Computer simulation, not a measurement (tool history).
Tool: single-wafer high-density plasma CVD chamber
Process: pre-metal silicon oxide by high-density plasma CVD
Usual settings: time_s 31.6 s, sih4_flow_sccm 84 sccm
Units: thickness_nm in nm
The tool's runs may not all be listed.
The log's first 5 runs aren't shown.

| run | hour | time_s | sih4_flow_sccm | read-back reference wafer on the same gauge, thickness_nm | thickness_nm |
|---|---|---|---|---|---|
| 6 | 186.5 | 31.6 | 84 | 246.531 | 300.779 |
| 7 | 213.9 | 28.7 | 84 | 247.015 | 271.989 |
| 8 | 238.9 | 28.7 | 84 | 247.452 | 272.935 |
| 9 | 257.4 | 28.7 | 84 | 246.978 | 272.251 |
| 10 | 270.1 | 31.6 | 84 | 247.123 | 297.748 |
| 11 | 302.5 | 31.6 | 84 | 247.425 | 300.086 |
| 12 | 327.5 | 31.6 | 84 | 246.710 | 298.323 |
| 13 | 356.5 | 31.6 | 84 | 247.074 | 299.926 |
| 14 | 391.7 | 31.6 | 84 | 246.372 | 298.134 |
| 15 | 416.3 | 31.6 | 88 | 246.564 | 313.948 |
| 16 | 446.9 | 31.6 | 84 | 246.698 | 300.253 |
| 17 | 462.7 | 31.6 | 84 | 247.624 | 297.894 |
| 18 | 479.3 | 28.7 | 84 | 247.233 | 272.629 |
|  | 524.5 | silane flow controller replaced |
| 19 | 526.9 | 26.7 | 84 | 247.103 | 252.294 |
| 20 | 546.4 | 37.8 | 74 | 247.048 | 318.061 |
|  | 565.1 | gauge calibrated |
| 21 | 577.8 | 31.6 | 84 | 247.379 | 297.611 |
| 22 | 609.6 | 27.5 | 100 | 246.520 | 310.680 |
| 23 | 716.1 | 31.6 | 98 | 247.295 | 349.677 |
| 24 | 746.1 | 28.7 | 99 | 246.901 | 320.158 |
| 25 | 758.6 | 27.5 | 92 | 247.091 | 285.572 |
| 26 | 791.7 | 31.6 | 84 | 246.962 | 299.932 |
| 27 | 824.6 | 31.6 | 84 | 247.194 | 300.501 |
| 28 | 844.7 | 35.6 | 94 | 246.628 | 375.611 |

The next listed run, before its measurement:
| 29 | 866.0 | 33.4 | 73 | ? | ? |

read-back reference wafer on the same gauge, thickness_nm: 246.524
thickness_nm: 275.760 nm
Without the tool's hidden state the same run would have given thickness_nm 275.760 nm.
